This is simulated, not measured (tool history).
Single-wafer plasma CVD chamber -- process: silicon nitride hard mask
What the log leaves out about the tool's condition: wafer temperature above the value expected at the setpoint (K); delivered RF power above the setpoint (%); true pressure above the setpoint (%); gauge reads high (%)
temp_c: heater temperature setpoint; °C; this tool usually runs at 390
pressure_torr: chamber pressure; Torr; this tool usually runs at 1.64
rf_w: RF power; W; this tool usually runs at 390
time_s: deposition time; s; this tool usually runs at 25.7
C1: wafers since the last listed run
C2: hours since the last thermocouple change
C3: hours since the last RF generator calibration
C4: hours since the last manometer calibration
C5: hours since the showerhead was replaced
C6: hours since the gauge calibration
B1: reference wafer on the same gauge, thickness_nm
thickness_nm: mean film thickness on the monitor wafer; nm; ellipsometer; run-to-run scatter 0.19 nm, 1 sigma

{"run": 1, "hour": 0.0, "temp_c": 380, "pressure_torr": 1.64, "rf_w": 390, "time_s": 25.7, "C1": 0, "C2": 1909.0, "C3": 860.0, "C4": 2135.3, "C5": 4253.6, "C6": 235.0, "B1": 38.298, "thickness_nm": 34.745}
{"run": 2, "hour": 34.2, "temp_c": 380, "pressure_torr": 1.64, "rf_w": 390, "time_s": 25.7, "C1": 689, "C2": 1943.2, "C3": 894.2, "C4": 2169.5, "C5": 4287.8, "C6": 269.2, "B1": 38.259, "thickness_nm": 34.732}
{"run": 3, "hour": 105.4, "temp_c": 380, "pressure_torr": 1.64, "rf_w": 390, "time_s": 25.7, "C1": 1435, "C2": 2014.4, "C3": 965.4, "C4": 2240.7, "C5": 4359.0, "C6": 340.4, "B1": 38.279, "thickness_nm": 34.685}
{"run": 4, "hour": 160.0, "temp_c": 390, "pressure_torr": 1.64, "rf_w": 390, "time_s": 25.7, "C1": 1100, "C2": 2069.0, "C3": 1020.0, "C4": 2295.3, "C5": 4413.6, "C6": 395.0, "B1": 38.313, "thickness_nm": 34.424}
{"run": 5, "hour": 218.0, "temp_c": 390, "pressure_torr": 1.64, "rf_w": 390, "time_s": 25.7, "C1": 1169, "C2": 2127.0, "C3": 1078.0, "C4": 2353.3, "C5": 4471.6, "C6": 453.0, "B1": 38.331, "thickness_nm": 34.713}
{"run": 6, "hour": 259.2, "temp_c": 390, "pressure_torr": 1.64, "rf_w": 390, "time_s": 25.7, "C1": 830, "C2": 2168.2, "C3": 1119.2, "C4": 2394.5, "C5": 4512.8, "C6": 494.2, "B1": 38.341, "thickness_nm": 34.551}
{"run": 7, "hour": 300.7, "temp_c": 390, "pressure_torr": 1.64, "rf_w": 390, "time_s": 25.7, "C1": 836, "C2": 2209.7, "C3": 1160.7, "C4": 2436.0, "C5": 4554.3, "C6": 535.7, "B1": 38.357, "thickness_nm": 34.779}
{"run": 8, "hour": 344.1, "temp_c": 390, "pressure_torr": 1.64, "rf_w": 390, "time_s": 25.7, "C1": 874, "C2": 2253.1, "C3": 1204.1, "C4": 2479.4, "C5": 4597.7, "C6": 579.1, "B1": 38.337, "thickness_nm": 34.195}
{"run": 9, "hour": 400.0, "temp_c": 390, "pressure_torr": 1.64, "rf_w": 390, "time_s": 25.7, "C1": 1126, "C2": 2309.0, "C3": 1260.0, "C4": 2535.3, "C5": 4653.6, "C6": 635.0, "B1": 38.342, "thickness_nm": 34.55}
{"hour": 478.0, "done": "showerhead replaced"}
{"run": 10, "hour": 566.2, "temp_c": 390, "pressure_torr": 1.64, "rf_w": 390, "time_s": 25.7, "C1": 3189, "C2": 2475.2, "C3": 1426.2, "C4": 2701.5, "C5": 88.2, "C6": 801.2, "B1": 38.271, "thickness_nm": 34.174}
{"run": 11, "hour": 602.2, "temp_c": 404, "pressure_torr": 1.38, "rf_w": 390, "time_s": 25.7, "C1": 725, "C2": 2511.2, "C3": 1462.2, "C4": 2737.5, "C5": 124.2, "C6": 837.2, "B1": 38.242, "thickness_nm": 31.377}
{"hour": 639.4, "done": "RF generator calibrated"}
{"run": 12, "hour": 639.9, "temp_c": 375, "pressure_torr": 1.39, "rf_w": 390, "time_s": 21.0, "C1": 598, "C2": 2548.9, "C3": 0.5, "C4": 2775.2, "C5": 161.9, "C6": 874.9, "B1": 38.287, "thickness_nm": 26.947}
{"run": 13, "hour": 676.8, "temp_c": 390, "pressure_torr": 1.64, "rf_w": 390, "time_s": 25.7, "C1": 743, "C2": 2585.8, "C3": 37.4, "C4": 2812.1, "C5": 198.8, "C6": 911.8, "B1": 38.357, "thickness_nm": 34.965}
{"hour": 712.8, "done": "capacitance manometer re-zeroed and calibrated"}
{"run": 14, "hour": 726.6, "temp_c": 390, "pressure_torr": 1.83, "rf_w": 390, "time_s": 28.7, "C1": 842, "C2": 2635.6, "C3": 87.2, "C4": 13.8, "C5": 248.6, "C6": 961.6, "B1": 38.222, "thickness_nm": 40.533}
{"run": 15, "hour": 755.9, "temp_c": 377, "pressure_torr": 1.64, "rf_w": 360, "time_s": 25.7, "C1": 590, "C2": 2664.9, "C3": 116.5, "C4": 43.1, "C5": 277.9, "C6": 990.9, "B1": 38.302, "thickness_nm": 34.336}
{"run": 16, "hour": 790.2, "temp_c": 390, "pressure_torr": 1.64, "rf_w": 390, "time_s": 28.7, "C1": 691, "C2": 2699.2, "C3": 150.8, "C4": 77.4, "C5": 312.2, "C6": 1025.2, "B1": 38.293, "thickness_nm": 39.03}
{"hour": 814.2, "done": "thermocouple changed; heater temperature recalibrated"}
{"run": 17, "hour": 824.5, "temp_c": 390, "pressure_torr": 1.64, "rf_w": 390, "time_s": 24.1, "C1": 530, "C2": 10.3, "C3": 185.1, "C4": 111.7, "C5": 346.5, "C6": 1059.5, "B1": 38.27, "thickness_nm": 32.893}
{"run": 18, "hour": 874.1, "temp_c": 390, "pressure_torr": 1.33, "rf_w": 390, "time_s": 27.3, "C1": 999, "C2": 59.9, "C3": 234.7, "C4": 161.3, "C5": 396.1, "C6": 1109.1, "B1": 38.341, "thickness_nm": 34.008}
{"hour": 885.3, "done": "gauge calibrated"}
{"run": 19, "hour": 910.0, "temp_c": 390, "pressure_torr": 1.64, "rf_w": 390, "time_s": 25.7, "C1": 723, "C2": 95.8, "C3": 270.6, "C4": 197.2, "C5": 432.0, "C6": 24.7, "B1": 38.197, "thickness_nm": 35.429}
{"run": 20, "hour": 946.4, "temp_c": 390, "pressure_torr": 1.64, "rf_w": 390, "time_s": 21.6, "C1": 733, "C2": 132.2, "C3": 307.0, "C4": 233.6, "C5": 468.4, "C6": 61.1, "B1": 38.39, "thickness_nm": 29.136}
{"run": 21, "hour": 977.6, "temp_c": 380, "pressure_torr": 1.64, "rf_w": 390, "time_s": 25.7, "C1": 628, "C2": 163.4, "C3": 338.2, "C4": 264.8, "C5": 499.6, "C6": 92.3, "B1": 38.32, "thickness_nm": 35.316}
{"run": 22, "hour": 1041.5, "temp_c": 403, "pressure_torr": 2.0, "rf_w": 355, "time_s": 27.1, "C1": 1288, "C2": 227.3, "C3": 402.1, "C4": 328.7, "C5": 563.5, "C6": 156.2, "B1": 38.293, "thickness_nm": 38.217}
{"run": 23, "hour": 1067.9, "temp_c": 379, "pressure_torr": 1.41, "rf_w": 450, "time_s": 29.9, "C1": 532, "C2": 253.7, "C3": 428.5, "C4": 355.1, "C5": 589.9, "C6": 182.6, "B1": 38.275, "thickness_nm": 40.356}
{"run": 24, "hour": 1132.8, "temp_c": 397, "pressure_torr": 1.79, "rf_w": 390, "time_s": 25.7, "C1": 1308, "C2": 318.6, "C3": 493.4, "C4": 420.0, "C5": 654.8, "C6": 247.5, "B1": 38.293, "thickness_nm": 36.053}
{"run": 25, "hour": 1189.0, "temp_c": 376, "pressure_torr": 1.64, "rf_w": 390, "time_s": 25.7, "C1": 1132, "C2": 374.8, "C3": 549.6, "C4": 476.2, "C5": 711.0, "C6": 303.7, "B1": 38.298, "thickness_nm": 35.074}
{"run": 26, "hour": 1326.5, "temp_c": 390, "pressure_torr": 1.96, "rf_w": 390, "time_s": 28.8, "C1": 2771, "C2": 512.3, "C3": 687.1, "C4": 613.7, "C5": 848.5, "C6": 441.2, "B1": 38.283, "thickness_nm": 41.989}
{"run": 27, "hour": 1391.8, "temp_c": 390, "pressure_torr": 1.64, "rf_w": 340, "time_s": 27.9, "C1": 1316, "C2": 577.6, "C3": 752.4, "C4": 679.0, "C5": 913.8, "C6": 506.5, "B1": 38.278, "thickness_nm": 35.896}
{"run": 28, "hour": 1449.4, "temp_c": 398, "pressure_torr": 1.27, "rf_w": 390, "time_s": 25.7, "C1": 1161, "C2": 635.2, "C3": 810.0, "C4": 736.6, "C5": 971.4, "C6": 564.1, "B1": 38.198, "thickness_nm": 30.965}
{"run": 29, "hour": 1487.8, "temp_c": 395, "pressure_torr": 1.64, "rf_w": 390, "time_s": 22.9, "C1": 774, "C2": 673.6, "C3": 848.4, "C4": 775.0, "C5": 1009.8, "C6": 602.5, "B1": 38.305, "thickness_nm": 31.067}

Each row is a separate what-if for the run after 29, all from the same tool condition, not one after another. Results?
{"run": "A", "hour": 1488.2, "temp_c": 390, "pressure_torr": 1.84, "rf_w": 390, "time_s": 25.7, "C1": 8, "C2": 674.0, "C3": 848.8, "C4": 775.4, "C5": 1010.2, "C6": 602.9, "B1": "?", "thickness_nm": "?"}
{"run": "B", "hour": 1488.2, "temp_c": 390, "pressure_torr": 1.75, "rf_w": 365, "time_s": 21.8, "C1": 8, "C2": 674.0, "C3": 848.8, "C4": 775.4, "C5": 1010.2, "C6": 602.9, "B1": "?", "thickness_nm": "?"}
{"run": "C", "hour": 1488.2, "temp_c": 390, "pressure_torr": 1.48, "rf_w": 390, "time_s": 23.8, "C1": 8, "C2": 674.0, "C3": 848.8, "C4": 775.4, "C5": 1010.2, "C6": 602.9, "B1": "?", "thickness_nm": "?"}
{"run": "D", "hour": 1488.2, "temp_c": 399, "pressure_torr": 1.32, "rf_w": 410, "time_s": 30.2, "C1": 8, "C2": 674.0, "C3": 848.8, "C4": 775.4, "C5": 1010.2, "C6": 602.9, "B1": "?", "thickness_nm": "?"}

run=A B1=38.364 thickness_nm=36.329
run=B B1=38.364 thickness_nm=29.509
run=C B1=38.364 thickness_nm=30.833
run=D B1=38.364 thickness_nm=37.603
With no hidden state in the tool, these same runs would have given:
run=A thickness_nm=36.717
run=B thickness_nm=29.824
run=C thickness_nm=31.162
run=D thickness_nm=37.975
